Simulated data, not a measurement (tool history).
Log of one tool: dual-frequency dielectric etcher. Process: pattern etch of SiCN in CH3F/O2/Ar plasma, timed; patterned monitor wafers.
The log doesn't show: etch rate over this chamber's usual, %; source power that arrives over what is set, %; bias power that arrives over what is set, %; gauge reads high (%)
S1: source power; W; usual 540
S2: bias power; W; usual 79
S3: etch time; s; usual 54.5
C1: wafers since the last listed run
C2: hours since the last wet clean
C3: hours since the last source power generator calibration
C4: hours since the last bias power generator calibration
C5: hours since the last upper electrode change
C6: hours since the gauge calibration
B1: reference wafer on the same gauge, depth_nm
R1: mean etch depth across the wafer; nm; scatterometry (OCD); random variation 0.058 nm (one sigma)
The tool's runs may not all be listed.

run 1 day=0.000 | S1=430 S2=79 S3=54.5 | C1=0 C2=290.5 C3=4463.5 C4=2845.8 C5=4253.7 C6=160.1 | B1=25.98 | R1=21.74
run 2 day=0.662 | S1=540 S2=79 S3=54.5 | C1=157 C2=306.4 C3=4479.4 C4=2861.7 C5=4269.6 C6=176.0 | B1=26.00 | R1=23.29
run 3 day=1.275 | S1=540 S2=79 S3=54.5 | C1=145 C2=321.1 C3=4494.1 C4=2876.4 C5=4284.3 C6=190.7 | B1=26.00 | R1=23.31
run 4 day=1.950 | S1=540 S2=79 S3=54.5 | C1=160 C2=337.3 C3=4510.3 C4=2892.6 C5=4300.5 C6=206.9 | B1=26.00 | R1=23.24
run 5 day=2.562 | S1=540 S2=79 S3=48.5 | C1=145 C2=352.0 C3=4525.0 C4=2907.3 C5=4315.2 C6=221.6 | B1=26.00 | R1=20.77
run 6 day=3.150 | S1=540 S2=79 S3=48.5 | C1=139 C2=366.1 C3=4539.1 C4=2921.4 C5=4329.3 C6=235.7 | B1=26.01 | R1=20.72
run 7 day=3.438 | S1=540 S2=79 S3=54.5 | C1=68 C2=373.0 C3=4546.0 C4=2928.3 C5=4336.2 C6=242.6 | B1=25.99 | R1=23.31
run 8 day=4.083 | S1=540 S2=79 S3=54.5 | C1=153 C2=388.5 C3=4561.5 C4=2943.8 C5=4351.7 C6=258.1 | B1=26.00 | R1=23.34
run 9 day=4.525 | S1=540 S2=88 S3=54.5 | C1=104 C2=399.1 C3=4572.1 C4=2954.4 C5=4362.3 C6=268.7 | B1=26.00 | R1=24.23
run 10 day=4.829 | S1=540 S2=88 S3=54.5 | C1=72 C2=406.4 C3=4579.4 C4=2961.7 C5=4369.6 C6=276.0 | B1=25.99 | R1=24.24
-- day=6.004 upper electrode replaced
-- day=6.842 wet clean of the chamber
run 11 day=6.862 | S1=540 S2=88 S3=54.5 | C1=45 C2=0.5 C3=4628.2 C4=3010.5 C5=20.6 C6=324.8 | B1=26.01 | R1=23.73
run 12 day=6.879 | S1=540 S2=79 S3=54.5 | C1=3 C2=0.9 C3=4628.6 C4=3010.9 C5=21.0 C6=325.2 | B1=26.00 | R1=23.01
run 13 day=6.892 | S1=540 S2=79 S3=54.5 | C1=2 C2=1.2 C3=4628.9 C4=3011.2 C5=21.3 C6=325.5 | B1=26.01 | R1=22.97
run 14 day=7.021 | S1=540 S2=79 S3=54.5 | C1=30 C2=4.3 C3=4632.0 C4=3014.3 C5=24.4 C6=328.6 | B1=25.99 | R1=22.99
run 15 day=7.638 | S1=540 S2=79 S3=54.5 | C1=146 C2=19.1 C3=4646.8 C4=3029.1 C5=39.2 C6=343.4 | B1=26.01 | R1=23.14
run 16 day=8.062 | S1=490 S2=63 S3=65.0 | C1=100 C2=29.3 C3=4657.0 C4=3039.3 C5=49.4 C6=353.6 | B1=26.01 | R1=24.71
-- day=8.583 bias power generator calibrated
run 17 day=8.604 | S1=400 S2=79 S3=65.5 | C1=89 C2=42.3 C3=4670.0 C4=0.5 C5=62.4 C6=366.6 | B1=25.99 | R1=25.24
-- day=8.608 gauge calibrated
-- day=9.217 source power generator calibrated
run 18 day=9.238 | S1=540 S2=79 S3=54.5 | C1=110 C2=57.5 C3=0.5 C4=15.7 C5=77.6 C6=15.1 | B1=25.99 | R1=22.92
run 19 day=9.425 | S1=420 S2=99 S3=40.5 | C1=44 C2=62.0 C3=5.0 C4=20.2 C5=82.1 C6=19.6 | B1=26.00 | R1=17.13
run 20 day=10.821 | S1=600 S2=79 S3=54.5 | C1=331 C2=95.5 C3=38.5 C4=53.7 C5=115.6 C6=53.1 | B1=26.00 | R1=23.91
run 21 day=11.138 | S1=540 S2=79 S3=54.5 | C1=75 C2=103.1 C3=46.1 C4=61.3 C5=123.2 C6=60.7 | B1=26.00 | R1=22.98
run 22 day=11.392 | S1=630 S2=79 S3=54.5 | C1=60 C2=109.2 C3=52.2 C4=67.4 C5=129.3 C6=66.8 | B1=25.98 | R1=24.22
run 23 day=12.033 | S1=540 S2=79 S3=42.0 | C1=152 C2=124.6 C3=67.6 C4=82.8 C5=144.7 C6=82.2 | B1=26.00 | R1=17.79
run 24 day=12.429 | S1=630 S2=85 S3=38.5 | C1=93 C2=134.1 C3=77.1 C4=92.3 C5=154.2 C6=91.7 | B1=25.98 | R1=17.53
run 25 day=12.996 | S1=540 S2=79 S3=54.5 | C1=134 C2=147.7 C3=90.7 C4=105.9 C5=167.8 C6=105.3 | B1=25.99 | R1=23.15
run 26 day=13.529 | S1=540 S2=69 S3=54.5 | C1=126 C2=160.5 C3=103.5 C4=118.7 C5=180.6 C6=118.1 | B1=26.00 | R1=22.18
run 27 day=14.004 | S1=590 S2=99 S3=63.0 | C1=112 C2=171.9 C3=114.9 C4=130.1 C5=192.0 C6=129.5 | B1=26.01 | R1=29.71
run 28 day=14.458 | S1=410 S2=73 S3=54.5 | C1=107 C2=182.8 C3=125.8 C4=141.0 C5=202.9 C6=140.4 | B1=26.01 | R1=20.73
run 29 day=15.129 | S1=620 S2=71 S3=40.5 | C1=159 C2=198.9 C3=141.9 C4=157.1 C5=219.0 C6=156.5 | B1=26.00 | R1=17.39
run 30 day=15.462 | S1=480 S2=60 S3=39.0 | C1=79 C2=206.9 C3=149.9 C4=165.1 C5=227.0 C6=164.5 | B1=25.99 | R1=14.66

The tool's hidden state at each run:
source power that arrives over what is set, %: 0 in every run
bias power that arrives over what is set, %: 0 in every run
gauge reads high (%): 0 in every run
H1: etch rate over this chamber's usual, %
run=1 H1=0.912
run=2 H1=0.964
run=3 H1=1.01
run=4 H1=1.07
run=5 H1=1.12
run=6 H1=1.16
run=7 H1=1.19
run=8 H1=1.24
run=9 H1=1.27
run=10 H1=1.3
run=11 H1=-0.321
run=12 H1=-0.32
run=13 H1=-0.319
run=14 H1=-0.309
run=15 H1=-0.259
run=16 H1=-0.226
run=17 H1=-0.182
run=18 H1=-0.132
run=19 H1=-0.117
run=20 H1=-0.0056
run=21 H1=0.0197
run=22 H1=0.0399
run=23 H1=0.0911
run=24 H1=0.123
run=25 H1=0.168
run=26 H1=0.21
run=27 H1=0.248
run=28 H1=0.284
run=29 H1=0.338
run=30 H1=0.365
